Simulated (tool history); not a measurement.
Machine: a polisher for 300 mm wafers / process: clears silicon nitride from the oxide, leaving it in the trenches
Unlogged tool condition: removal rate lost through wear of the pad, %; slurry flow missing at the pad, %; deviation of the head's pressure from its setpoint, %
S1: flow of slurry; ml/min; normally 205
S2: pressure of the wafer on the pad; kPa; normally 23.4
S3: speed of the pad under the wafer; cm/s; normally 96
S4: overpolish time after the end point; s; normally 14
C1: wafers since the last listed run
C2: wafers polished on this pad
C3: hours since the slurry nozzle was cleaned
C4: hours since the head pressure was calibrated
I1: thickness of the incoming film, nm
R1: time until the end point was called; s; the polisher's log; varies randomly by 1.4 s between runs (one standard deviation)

run,hour,S1,S2,S3,S4,C1,C2,C3,C4,I1,R1
1,0,205,23.4,96,14,0,1314,581.3,467.1,125.2,136.9
2,62.7,205,23.4,96,14,604,1918,644,529.8,125.7,134.8
3,110.2,205,23.4,96,14,457,2376,691.5,577.3,122.9,133
# hour 118: slurry nozzle cleaned
4,135.9,205,23.4,116,14,238,2614,17.9,603,126.2,112.6
# hour 180.7: worn pad replaced by a new one
5,181.2,205,23.4,96,14,397,4,63.2,648.3,124.9,134.7
6,223.3,205,23.4,96,14,405,410,105.3,690.4,125.7,140
7,257.2,205,23.4,96,14,326,737,139.2,724.3,124.4,135.1
8,306.6,205,23.4,96,14,476,1213,188.6,773.7,126.8,137.4
9,345.3,205,23.4,96,14,372,1586,227.3,812.4,125.9,137.5
10,372,205,23.4,96,14,257,1843,254,839.1,125.4,136
11,414.3,205,23.4,96,14,407,2250,296.3,881.4,126.8,135.9
12,448.7,205,23.4,96,14,331,2582,330.7,915.8,126.5,139.3
# hour 469.2: worn pad replaced by a new one
13,506,205,23.4,96,14,513,354,388,973.1,124.1,136.8
14,567.6,205,23.4,96,14,593,947,449.6,1034.7,123.6,133.6
15,601.4,205,23.4,96,14,325,1273,483.4,1068.5,122.7,133
16,647.9,205,23.4,96,14,448,1721,529.9,1115,126.1,140.3
17,684.6,205,23.4,96,14,353,2075,566.6,1151.7,127.8,140.6
# hour 716.1: slurry nozzle cleaned
18,729.5,150,31,64,14,423,2498,13.4,1196.6,124.6,164.7
# hour 761.5: worn pad replaced by a new one
19,778.8,205,23.4,96,14,436,166,62.7,1245.9,125,137.2
20,810,170,23.4,96,19,300,467,93.9,1277.1,124.6,141.4
21,878.2,205,20,74,14,657,1124,162.1,1345.3,124.5,204.2
# hour 901.6: head pressure recalibrated
22,907.7,270,23.4,96,18,264,1389,191.6,6.1,126.6,120.6
23,1043.5,185,17.2,112,19,1308,2698,327.4,141.9,125.3,145.8
# hour 1082.7: worn pad replaced by a new one
24,1232.7,205,30.3,96,14,1784,1445,516.6,331.1,127,106.2
25,1262.4,230,17.9,110,10,286,1731,546.3,360.8,125.7,141.2
26,1325.5,205,23.4,96,14,608,2339,609.4,423.9,124.5,129.7
# hour 1368.1: slurry nozzle cleaned
27,1380,175,26.9,74,14,515,2854,11.9,478.4,124.9,155.6
# hour 1396: worn pad replaced by a new one
28,1421.7,205,23.4,96,14,363,247,53.6,520.1,123.8,131.2
29,1450.2,205,23.4,96,14,274,521,82.1,548.6,124.2,129.4
30,1512.6,205,29.6,70,22,601,1123,144.5,611,123.8,145.6
31,1583,205,23.4,126,8,678,1801,214.9,681.4,122.7,99.2
32,1615.2,205,23.4,96,14,310,2111,247.1,713.6,125.4,134.2
33,1646.3,205,23.4,72,21,299,2411,278.2,744.7,126.2,180.1
34,1671.8,205,23.4,96,14,245,2657,303.7,770.2,126.7,134.4

Describe how what the log doesn't record of the tool's condition differs between the last listed run preceding each entry between runs and the first listed run following it.
Logged between run 3 and run 4: slurry nozzle cleaned (hour 118)
  deviation of the head's pressure from its setpoint, %: -7.92 -> -8.05
  measured result minus the result with no hidden state, R1: +9.4 -> +8.1 s
Logged between run 4 and run 5: worn pad replaced by a new one (hour 180.7)
  deviation of the head's pressure from its setpoint, %: -8.05 -> -8.25
  measured result minus the result with no hidden state, R1: +8.1 -> +9.9 s
Logged between run 12 and run 13: worn pad replaced by a new one (hour 469.2)
  deviation of the head's pressure from its setpoint, %: -9.08 -> -9.19
  measured result minus the result with no hidden state, R1: +11.3 -> +11.2 s
Logged between run 17 and run 18: slurry nozzle cleaned (hour 716.1)
  deviation of the head's pressure from its setpoint, %: -9.46 -> -9.51
  measured result minus the result with no hidden state, R1: +11.9 -> +14 s
Logged between run 18 and run 19: worn pad replaced by a new one (hour 761.5)
  deviation of the head's pressure from its setpoint, %: -9.51 -> -9.56
  measured result minus the result with no hidden state, R1: +14 -> +11.7 s
Logged between run 21 and run 22: head pressure recalibrated (hour 901.6)
  deviation of the head's pressure from its setpoint, %: -9.64 -> 0.275
  measured result minus the result with no hidden state, R1: +17.6 -> -0.3 s
Logged between run 23 and run 24: worn pad replaced by a new one (hour 1082.7)
  deviation of the head's pressure from its setpoint, %: -2.17 -> -4.44
  measured result minus the result with no hidden state, R1: +2.8 -> +4.2 s
Logged between run 26 and run 27: slurry nozzle cleaned (hour 1368.1)
  deviation of the head's pressure from its setpoint, %: -5.22 -> -5.6
  measured result minus the result with no hidden state, R1: +6 -> +7.8 s
Logged between run 27 and run 28: worn pad replaced by a new one (hour 1396)
  deviation of the head's pressure from its setpoint, %: -5.6 -> -5.86
  measured result minus the result with no hidden state, R1: +7.8 -> +6.8 s
